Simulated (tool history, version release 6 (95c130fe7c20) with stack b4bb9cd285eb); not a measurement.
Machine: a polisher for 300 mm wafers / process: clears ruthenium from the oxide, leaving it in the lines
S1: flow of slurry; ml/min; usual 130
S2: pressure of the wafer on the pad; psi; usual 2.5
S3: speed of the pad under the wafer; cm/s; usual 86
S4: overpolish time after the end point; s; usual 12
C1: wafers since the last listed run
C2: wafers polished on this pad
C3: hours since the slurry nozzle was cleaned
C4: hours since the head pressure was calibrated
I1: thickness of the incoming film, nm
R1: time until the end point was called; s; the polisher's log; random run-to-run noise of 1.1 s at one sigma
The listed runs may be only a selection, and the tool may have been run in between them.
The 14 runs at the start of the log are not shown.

run    hour   S1   S2   S3  S4    C1    C2     C3     C4     I1     R1
     1133.8  -- head pressure recalibrated
 15  1175.3  130  2.5   86  12   532  1847  244.6   41.5  166.8  142.9
 16  1283.2  120  3.4   86  12   995  2842  352.5  149.4  164.8  112.3
 17  1350.9  130  2.5   86  12   624  3466  420.2  217.1  163.5  140.2
 18  1481.7  110  2.5   70   9  1206  4672  551.0  347.9  162.8  180.1
     1538.6  -- slurry nozzle cleaned
     1572.9  -- worn pad replaced by a new one
 19  1581.3  130  2.5   58  15   872    77   42.7  447.5  163.6  202.0
 20  1649.0  170  3.2   86  12   624   701  110.4  515.2  164.6  106.9
 21  1692.3  130  2.5   86  17   399  1100  153.7  558.5  165.7  138.0
     1731.7  -- head pressure recalibrated
 22  1778.8   95  2.1  112  17   779  1880  240.2   47.1  162.7  130.4
 23  1833.6  130  2.5  116  12   505  2385  295.0  101.9  168.5  107.1
 24  1925.5  145  2.7   60   6   847  3232  386.9  193.8  165.0  182.8
 25  1989.6  130  2.5  114   7   591  3824  451.0  257.9  165.4  107.3
 26  2054.8  150  2.1   86   8   601  4425  516.2  323.1  163.2  157.4
 27  2094.8  130  2.5   86  12   368  4794  556.2  363.1  163.5  141.5
     2153.5  -- worn pad replaced by a new one
 28  2154.1  110  2.5  104  12   509     5  615.5  422.4  165.4  118.3
 29  2234.4  130  3.4  104  12   740   745  695.8  502.7  161.7   87.0
     2242.1  -- slurry nozzle cleaned
 30  2318.1   95  3.2   70   7   762  1508   76.0  586.4  166.5  153.9
 31  2370.4  130  2.1  104  12   482  1990  128.3  638.7  168.1  135.5
 32  2435.0  160  2.5   86   8   595  2586  192.9  703.3  163.1  132.9
     2448.0  -- head pressure recalibrated
 33  2523.7  130  2.8   86  12   799  3385  281.6   75.7  164.7  130.1
 34  2623.3  130  2.5   86  12   918  4304  381.2  175.3  166.9  144.4
 35  2685.7  170  3.4   96  12   575  4879  443.6  237.7  164.7   92.2

Alternative continuations, all from the tool just after run 35; predict every row:
  A  2686.2  130  2.5   72  12   4  4884  444.1  238.2  167.4   ?
  B  2686.2  130  3.4  106  12   4  4884  444.1  238.2  167.4   ?
  C  2686.2  130  2.5   94  12   4  4884  444.1  238.2  167.4   ?
  D  2686.2   90  2.5   86  18   4  4884  444.1  238.2  167.4   ?
  E  2686.2  130  1.7   86  17   4  4884  444.1  238.2  167.4   ?

run     R1
  A  173.1
  B   91.3
  C  132.6
  D  159.4
  E  194.8
Without the tool's unlogged condition, the same runs would have read:
run     R1
  A  166.1
  B   87.6
  C  127.2
  D  153.0
  E  186.9
